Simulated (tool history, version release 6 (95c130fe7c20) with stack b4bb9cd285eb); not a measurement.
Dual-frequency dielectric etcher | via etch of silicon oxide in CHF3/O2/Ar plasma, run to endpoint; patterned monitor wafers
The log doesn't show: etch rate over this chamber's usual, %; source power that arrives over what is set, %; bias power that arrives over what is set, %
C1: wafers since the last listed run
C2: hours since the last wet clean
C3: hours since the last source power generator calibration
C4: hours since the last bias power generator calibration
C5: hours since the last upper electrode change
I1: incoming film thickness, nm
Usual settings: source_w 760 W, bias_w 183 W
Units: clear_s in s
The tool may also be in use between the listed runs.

run 1 hour=0 | source_w=760 bias_w=156 | C1=0 C2=202.7 C3=2604 C4=2773.4 C5=4333.3 | I1=694 | clear_s=338.2
run 2 hour=59.7 | source_w=760 bias_w=156 | C1=261 C2=262.4 C3=2663.7 C4=2833.1 C5=4393 | I1=691.9 | clear_s=338.2
run 3 hour=99.7 | source_w=760 bias_w=183 | C1=174 C2=302.4 C3=2703.7 C4=2873.1 C5=4433 | I1=690 | clear_s=320.7
run 4 hour=126.6 | source_w=760 bias_w=183 | C1=117 C2=329.3 C3=2730.6 C4=2900 C5=4459.9 | I1=693.9 | clear_s=321.1
run 5 hour=186.2 | source_w=760 bias_w=183 | C1=260 C2=388.9 C3=2790.2 C4=2959.6 C5=4519.5 | I1=700.7 | clear_s=323.5
run 6 hour=229.3 | source_w=760 bias_w=170 | C1=188 C2=432 C3=2833.3 C4=3002.7 C5=4562.6 | I1=692.3 | clear_s=329.7
run 7 hour=264.6 | source_w=760 bias_w=170 | C1=154 C2=467.3 C3=2868.6 C4=3038 C5=4597.9 | I1=694 | clear_s=330.7
run 8 hour=305.6 | source_w=700 bias_w=155 | C1=179 C2=508.3 C3=2909.6 C4=3079 C5=4638.9 | I1=693.4 | clear_s=350.3
-- hour=345.1 wet clean of the chamber
-- hour=453 upper electrode replaced, of another model than before
run 9 hour=453.5 | source_w=700 bias_w=155 | C1=436 C2=108.4 C3=3057.5 C4=3226.9 C5=0.5 | I1=686 | clear_s=343.3
run 10 hour=473.2 | source_w=760 bias_w=183 | C1=86 C2=128.1 C3=3077.2 C4=3246.6 C5=20.2 | I1=700.7 | clear_s=319
run 11 hour=507.1 | source_w=800 bias_w=183 | C1=148 C2=162 C3=3111.1 C4=3280.5 C5=54.1 | I1=689.8 | clear_s=303.4
run 12 hour=559.6 | source_w=800 bias_w=183 | C1=229 C2=214.5 C3=3163.6 C4=3333 C5=106.6 | I1=692.2 | clear_s=306
run 13 hour=620.3 | source_w=800 bias_w=183 | C1=265 C2=275.2 C3=3224.3 C4=3393.7 C5=167.3 | I1=688.6 | clear_s=304.3
run 14 hour=666.7 | source_w=650 bias_w=183 | C1=202 C2=321.6 C3=3270.7 C4=3440.1 C5=213.7 | I1=697.7 | clear_s=360.9
run 15 hour=708.6 | source_w=760 bias_w=167 | C1=183 C2=363.5 C3=3312.6 C4=3482 C5=255.6 | I1=693.8 | clear_s=322
-- hour=783 wet clean of the chamber
run 16 hour=783.5 | source_w=580 bias_w=153 | C1=222 C2=0.5 C3=3387.5 C4=3556.9 C5=330.5 | I1=695.9 | clear_s=413.4
run 17 hour=791.2 | source_w=700 bias_w=183 | C1=33 C2=8.2 C3=3395.2 C4=3564.6 C5=338.2 | I1=685.8 | clear_s=335.2
run 18 hour=837.1 | source_w=760 bias_w=183 | C1=200 C2=54.1 C3=3441.1 C4=3610.5 C5=384.1 | I1=697.1 | clear_s=319.4
-- hour=910.6 source power generator calibrated
run 19 hour=963.8 | source_w=850 bias_w=170 | C1=536 C2=180.8 C3=53.2 C4=3737.2 C5=510.8 | I1=694.3 | clear_s=306.5
run 20 hour=993.2 | source_w=760 bias_w=170 | C1=128 C2=210.2 C3=82.6 C4=3766.6 C5=540.2 | I1=689.6 | clear_s=330.1
run 21 hour=1046.4 | source_w=760 bias_w=143 | C1=232 C2=263.4 C3=135.8 C4=3819.8 C5=593.4 | I1=697.4 | clear_s=342
-- hour=1053.6 bias power generator calibrated
run 22 hour=1091.6 | source_w=760 bias_w=140 | C1=180 C2=308.6 C3=181 C4=38 C5=638.6 | I1=692.4 | clear_s=343.4
run 23 hour=1125.9 | source_w=610 bias_w=166 | C1=150 C2=342.9 C3=215.3 C4=72.3 C5=672.9 | I1=696 | clear_s=400.3
run 24 hour=1170.6 | source_w=590 bias_w=228 | C1=195 C2=387.6 C3=260 C4=117 C5=717.6 | I1=695.8 | clear_s=386.8
run 25 hour=1208.5 | source_w=760 bias_w=159 | C1=165 C2=425.5 C3=297.9 C4=154.9 C5=755.5 | I1=695 | clear_s=335.9
run 26 hour=1242.4 | source_w=820 bias_w=166 | C1=148 C2=459.4 C3=331.8 C4=188.8 C5=789.4 | I1=689.3 | clear_s=310.2
-- hour=1279.6 wet clean of the chamber
run 27 hour=1289.5 | source_w=760 bias_w=183 | C1=101 C2=9.9 C3=378.9 C4=235.9 C5=836.5 | I1=691.4 | clear_s=322.2
run 28 hour=1342 | source_w=600 bias_w=216 | C1=229 C2=62.4 C3=431.4 C4=288.4 C5=889 | I1=690.7 | clear_s=375.4
run 29 hour=1385.9 | source_w=760 bias_w=183 | C1=192 C2=106.3 C3=475.3 C4=332.3 C5=932.9 | I1=695.5 | clear_s=323.8
run 30 hour=1438.2 | source_w=580 bias_w=183 | C1=228 C2=158.6 C3=527.6 C4=384.6 C5=985.2 | I1=697.2 | clear_s=409.4
run 31 hour=1506.5 | source_w=590 bias_w=224 | C1=298 C2=226.9 C3=595.9 C4=452.9 C5=1053.5 | I1=691.4 | clear_s=381.4
run 32 hour=1539.3 | source_w=610 bias_w=160 | C1=143 C2=259.7 C3=628.7 C4=485.7 C5=1086.3 | I1=698.3 | clear_s=399.7
run 33 hour=1587 | source_w=890 bias_w=183 | C1=208 C2=307.4 C3=676.4 C4=533.4 C5=1134 | I1=692.5 | clear_s=288.3
run 34 hour=1638 | source_w=690 bias_w=157 | C1=223 C2=358.4 C3=727.4 C4=584.4 C5=1185 | I1=690.2 | clear_s=353.8
run 35 hour=1710.6 | source_w=760 bias_w=183 | C1=317 C2=431 C3=800 C4=657 C5=1257.6 | I1=697.5 | clear_s=323.5
run 36 hour=1748.6 | source_w=810 bias_w=139 | C1=166 C2=469 C3=838 C4=695 C5=1295.6 | I1=695.7 | clear_s=322.8

3 ways to go on from here, each from the tool as it stands after run 36. What would each give?
run A hour=1749.1 | source_w=760 bias_w=183 | C1=2 C2=469.5 C3=838.5 C4=695.5 C5=1296.1 | I1=689.7 | clear_s=?
run B hour=1749.1 | source_w=760 bias_w=204 | C1=2 C2=469.5 C3=838.5 C4=695.5 C5=1296.1 | I1=689.7 | clear_s=?
run C hour=1749.1 | source_w=600 bias_w=183 | C1=2 C2=469.5 C3=838.5 C4=695.5 C5=1296.1 | I1=689.7 | clear_s=?

run=A clear_s=321.6
run=B clear_s=314.8
run=C clear_s=390.6
Without the tool's hidden state the same runs would have given:
run=A clear_s=328.7
run=B clear_s=321.7
run=C clear_s=399.1
